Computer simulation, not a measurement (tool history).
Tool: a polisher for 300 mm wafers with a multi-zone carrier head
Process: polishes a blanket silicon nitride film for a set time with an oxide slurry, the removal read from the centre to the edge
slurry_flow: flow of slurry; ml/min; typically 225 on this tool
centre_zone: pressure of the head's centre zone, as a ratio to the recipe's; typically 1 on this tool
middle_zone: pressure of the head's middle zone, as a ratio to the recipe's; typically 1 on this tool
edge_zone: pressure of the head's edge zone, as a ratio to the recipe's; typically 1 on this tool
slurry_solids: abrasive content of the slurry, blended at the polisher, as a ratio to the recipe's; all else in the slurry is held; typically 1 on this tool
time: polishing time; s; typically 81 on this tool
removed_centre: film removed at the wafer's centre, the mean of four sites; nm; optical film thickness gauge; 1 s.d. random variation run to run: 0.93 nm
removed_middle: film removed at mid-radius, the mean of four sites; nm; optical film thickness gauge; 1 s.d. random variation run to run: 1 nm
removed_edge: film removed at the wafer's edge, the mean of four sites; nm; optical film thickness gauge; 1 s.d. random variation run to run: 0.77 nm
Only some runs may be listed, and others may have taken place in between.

run   hour  slurry_flow  centre_zone  middle_zone  edge_zone  slurry_solids  time  wafers since the last listed run  wafers polished on this pad  hours since the slurry nozzle was cleaned  hours since the centre zone pressure was calibrated  hours since the edge zone pressure was calibrated  hours since the carrier head's membrane was replaced  incoming thickness of the incoming film, nm  removed_centre  removed_middle  removed_edge
  1      0          175            1            1          1              1    81                                 0                         1405                                        538                                               1401.2                                             1192.6                                                1452.4                                        371.2            60.1            60.1          63.3
         6  -- worn pad replaced by a new one
  2   26.5          225            1            1       0.95              1    81                               236                          215                                      564.5                                               1427.7                                             1219.1                                                1478.9                                          368            68.8            69.9          70.3
  3   48.1          225            1            1       0.95              1    81                               226                          441                                      586.1                                               1449.3                                             1240.7                                                1500.5                                        365.5            68.9            68.5          70.6
  4   61.6          225            1            1          1              1    81                               141                          583                                      599.6                                               1462.8                                             1254.2                                                  1514                                          367            67.4            69.3            70
  5     74          225            1            1          1              1    81                               130                          713                                        612                                               1475.2                                             1266.6                                                1526.4                                        374.4            65.8            67.8          70.9
  6   89.5          225            1            1          1              1    81                               162                          876                                      627.5                                               1490.7                                             1282.1                                                1541.9                                        368.9            66.9            65.4            69
      92.7  -- centre zone pressure recalibrated
     101.5  -- edge zone pressure recalibrated
  7  108.8          225            1            1          1              1    81                               160                         1037                                      646.8                                                 16.1                                                7.3                                                1561.2                                        376.1            65.8            63.9          69.1
     124.3  -- worn pad replaced by a new one
     125.7  -- carrier head's membrane replaced by a new one
  8  134.3          225            1            1          1           1.15    81                               210                           89                                      672.3                                                 41.6                                               32.8                                                   8.6                                        378.4            71.6            75.1          78.1
  9  159.4          245            1            1          1           0.75   105                               263                          353                                      697.4                                                 66.7                                               57.9                                                  33.7                                        372.2            79.3            80.6          82.7
 10  180.1          225         1.09         1.04          1            1.1    53                               217                          570                                      718.1                                                 87.4                                               78.6                                                  54.4                                        373.2            49.3            47.7          48.1
     194.9  -- slurry nozzle cleaned
 11  196.9          225            1            1          1              1    81                               165                          736                                          2                                                104.2                                               95.4                                                  71.2                                        371.8            68.3            67.3          69.7
 12  212.9          225            1         0.89          1              1    81                               168                          904                                         18                                                120.2                                              111.4                                                  87.2                                        371.7            66.7            62.5          69.9
 13  231.5          225            1         0.95       0.88              1    81                               195                         1100                                       36.6                                                138.8                                                130                                                 105.8                                        373.1            63.8            61.6          64.8
     254.1  -- worn pad replaced by a new one
 14  257.1          225            1            1        0.9              1    67                               226                           31                                       62.2                                                164.4                                              155.6                                                 131.4                                        366.6            57.8            57.1          56.8
 15  274.4          225            1            1          1            1.3    81                               181                          213                                       79.5                                                181.7                                              172.9                                                 148.7                                        370.1            77.6            78.9            82

Exercise: give the hidden state of the tool at every run:
slurry flow missing at the pad, %: 0 across all the runs
deviation of the centre zone's pressure from its setpoint, %: 0 across all the runs
deviation of the edge zone's pressure from its setpoint, %: 0 across all the runs
H1: removal rate lost through wear of the pad, %
run      H1
  1    10.1
  2    2.24
  3    2.94
  4    3.62
  5    4.42
  6    5.63
  7    7.49
  8    1.32
  9    1.91
 10    2.88
 11       4
 12    5.33
 13    7.22
 14  0.0746
 15   0.283
